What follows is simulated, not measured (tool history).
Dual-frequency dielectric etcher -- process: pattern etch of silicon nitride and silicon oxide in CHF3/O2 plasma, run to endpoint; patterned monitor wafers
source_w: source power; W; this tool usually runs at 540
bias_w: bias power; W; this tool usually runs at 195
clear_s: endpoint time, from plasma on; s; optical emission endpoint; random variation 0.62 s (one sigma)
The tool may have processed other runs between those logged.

run	hour	source_w	bias_w	incoming incoming film thickness, nm	clear_s
1	0	610	195	232.8	159.9
2	16.9	610	195	233	160.5
3	26.8	610	195	231.7	160.1
4	33.5	540	231	233.6	158
5	45.4	540	231	239.3	160.1
6	61.7	540	231	234.9	158.2
7	76.5	540	195	234.5	171.9
8	89.5	540	195	232.2	169.5
9	105.5	540	195	234.2	171.3
# hour 134.7: wet clean of the chamber
10	135.2	540	212	234.3	167.6
11	135.6	540	212	233.2	167.2
12	136.8	540	212	234.6	167
# hour 171.4: upper electrode replaced
# hour 173.7: source power generator calibrated
13	174.2	540	195	235.8	175.7
14	176.7	540	195	234.3	173.4
15	183	600	195	234.3	165.8
16	197.3	600	195	235.2	166
17	207	490	195	232.7	182.6
18	221.2	500	223	235.6	170.6
19	235.3	500	237	232.8	162.8
20	256.6	540	195	232.2	172.1
# hour 270.3: bias power generator calibrated
21	270.9	590	156	234.7	185.4
22	304.8	450	236	234	173.5
23	316.3	420	175	233.2	208.5
24	325.2	540	195	234.5	171.9
25	336	590	226	233.3	152.6
26	364.9	540	195	234.4	172.7
27	375.7	440	177	233.1	201.3
28	387.5	540	195	234.4	172.7
29	396.7	450	224	235.5	179
30	405	450	195	234.5	190.7
31	416.7	490	223	234.1	168.8
32	426	430	212	233.6	187.1
33	436.8	660	161	235.5	172.1
34	444.8	500	216	233.8	170.1

The tool's hidden state at each run:
source power that arrives over what is set, %: 0 across all the runs
bias power that arrives over what is set, %: 0 across all the runs
H1: etch rate over this chamber's usual, %
run	H1
1	1.41
2	1.47
3	1.51
4	1.54
5	1.58
6	1.64
7	1.7
8	1.75
9	1.81
10	0.0449
11	0.0464
12	0.051
13	0.194
14	0.203
15	0.227
16	0.282
17	0.319
18	0.373
19	0.427
20	0.508
21	0.562
22	0.691
23	0.735
24	0.769
25	0.81
26	0.921
27	0.962
28	1.01
29	1.04
30	1.07
31	1.12
32	1.15
33	1.19
34	1.23
